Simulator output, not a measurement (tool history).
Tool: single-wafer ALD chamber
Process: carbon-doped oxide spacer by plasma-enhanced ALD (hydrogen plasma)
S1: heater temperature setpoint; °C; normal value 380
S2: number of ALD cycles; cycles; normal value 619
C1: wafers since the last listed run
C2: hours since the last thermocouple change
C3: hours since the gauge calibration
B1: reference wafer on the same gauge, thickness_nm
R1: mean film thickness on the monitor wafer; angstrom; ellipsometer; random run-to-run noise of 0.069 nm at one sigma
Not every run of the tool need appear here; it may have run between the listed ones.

run 1 hour=0 | S1=380 S2=619 | C1=0 C2=1221.4 C3=881.5 | B1=27.196 | R1=276.84
run 2 hour=50.3 | S1=384 S2=568 | C1=19 C2=1271.7 C3=931.8 | B1=27.192 | R1=255.7
run 3 hour=90.9 | S1=380 S2=583 | C1=15 C2=1312.3 C3=972.4 | B1=27.189 | R1=260.93
run 4 hour=148.1 | S1=380 S2=619 | C1=21 C2=1369.5 C3=1029.6 | B1=27.239 | R1=279.32
run 5 hour=183 | S1=380 S2=619 | C1=13 C2=1404.4 C3=1064.5 | B1=27.232 | R1=278.91
run 6 hour=229.8 | S1=380 S2=619 | C1=17 C2=1451.2 C3=1111.3 | B1=27.271 | R1=277.56
run 7 hour=263.6 | S1=380 S2=619 | C1=12 C2=1485 C3=1145.1 | B1=27.271 | R1=279.95
run 8 hour=299.9 | S1=389 S2=619 | C1=13 C2=1521.3 C3=1181.4 | B1=27.289 | R1=278.41
run 9 hour=358.1 | S1=386 S2=619 | C1=22 C2=1579.5 C3=1239.6 | B1=27.294 | R1=279.63
run 10 hour=423.9 | S1=391 S2=619 | C1=25 C2=1645.3 C3=1305.4 | B1=27.315 | R1=279.56
run 11 hour=460.1 | S1=380 S2=619 | C1=13 C2=1681.5 C3=1341.6 | B1=27.352 | R1=279.37
run 12 hour=502.6 | S1=380 S2=619 | C1=16 C2=1724 C3=1384.1 | B1=27.375 | R1=280.12
run 13 hour=531.1 | S1=380 S2=619 | C1=10 C2=1752.5 C3=1412.6 | B1=27.371 | R1=279.76
run 14 hour=578.1 | S1=380 S2=619 | C1=17 C2=1799.5 C3=1459.6 | B1=27.392 | R1=280.36
run 15 hour=628.3 | S1=380 S2=667 | C1=19 C2=1849.7 C3=1509.8 | B1=27.433 | R1=302.89
run 16 hour=673.1 | S1=380 S2=667 | C1=17 C2=1894.5 C3=1554.6 | B1=27.421 | R1=301.67
-- hour=705.7 thermocouple changed; heater temperature recalibrated
run 17 hour=708.8 | S1=384 S2=619 | C1=10 C2=3.1 C3=1590.3 | B1=27.46 | R1=282.2
run 18 hour=743.7 | S1=367 S2=710 | C1=13 C2=38 C3=1625.2 | B1=27.479 | R1=322.91
-- hour=790.7 gauge calibrated
run 19 hour=799.9 | S1=385 S2=537 | C1=21 C2=94.2 C3=9.2 | B1=26.966 | R1=238.67
run 20 hour=848.3 | S1=385 S2=699 | C1=18 C2=142.6 C3=57.6 | B1=26.941 | R1=311.21
run 21 hour=875.5 | S1=389 S2=658 | C1=10 C2=169.8 C3=84.8 | B1=26.952 | R1=292.6
run 22 hour=914.2 | S1=389 S2=658 | C1=14 C2=208.5 C3=123.5 | B1=26.95 | R1=293.58
run 23 hour=1055.3 | S1=386 S2=736 | C1=53 C2=349.6 C3=264.6 | B1=26.946 | R1=328.82
run 24 hour=1122.7 | S1=380 S2=685 | C1=25 C2=417 C3=332 | B1=26.956 | R1=304.51
run 25 hour=1192.6 | S1=380 S2=619 | C1=26 C2=486.9 C3=401.9 | B1=26.979 | R1=276.35
run 26 hour=1261.7 | S1=394 S2=619 | C1=26 C2=556 C3=471 | B1=27.008 | R1=276.23
run 27 hour=1285.8 | S1=373 S2=721 | C1=9 C2=580.1 C3=495.1 | B1=26.999 | R1=321.88
run 28 hour=1325.2 | S1=380 S2=619 | C1=14 C2=619.5 C3=534.5 | B1=27.01 | R1=276.62
run 29 hour=1359 | S1=372 S2=619 | C1=12 C2=653.3 C3=568.3 | B1=27.025 | R1=276.79
run 30 hour=1422.2 | S1=375 S2=718 | C1=24 C2=716.5 C3=631.5 | B1=27.012 | R1=320.83
run 31 hour=1478.7 | S1=380 S2=672 | C1=21 C2=773 C3=688 | B1=27.035 | R1=300.22
run 32 hour=1541.4 | S1=394 S2=531 | C1=23 C2=835.7 C3=750.7 | B1=27.036 | R1=237.46
run 33 hour=1611.4 | S1=393 S2=619 | C1=26 C2=905.7 C3=820.7 | B1=27.065 | R1=276.22

Selected run-to-run steps in R1, each split into two signed amounts: the part the tool would show with no hidden state at all (from settings, incoming material and random variation), and the remainder, which goes to the hidden state together with any gauge scatter not common to the measured and the hidden-state-free results:
Hidden conditions of the tool in this case: wafer temperature above the value expected at the setpoint (K); gauge reads high (%).
Run 14 -> 15: S2 619 -> 667. R1 +22.53 angstrom: hidden state +0.58, all else +21.95.
Run 17 -> 18: S1 384 -> 367, S2 619 -> 710. R1 +40.71 angstrom: hidden state +0.88, all else +39.83.
Run 18 -> 19: S1 367 -> 385, S2 710 -> 537, gauge calibrated. R1 -84.24 angstrom: hidden state -5.94, all else -78.3.
Run 19 -> 20: S2 537 -> 699. R1 +72.54 angstrom: hidden state -0.12, all else +72.66.
Run 31 -> 32: S1 380 -> 394, S2 672 -> 531. R1 -62.76 angstrom: hidden state +0.06, all else -62.82.
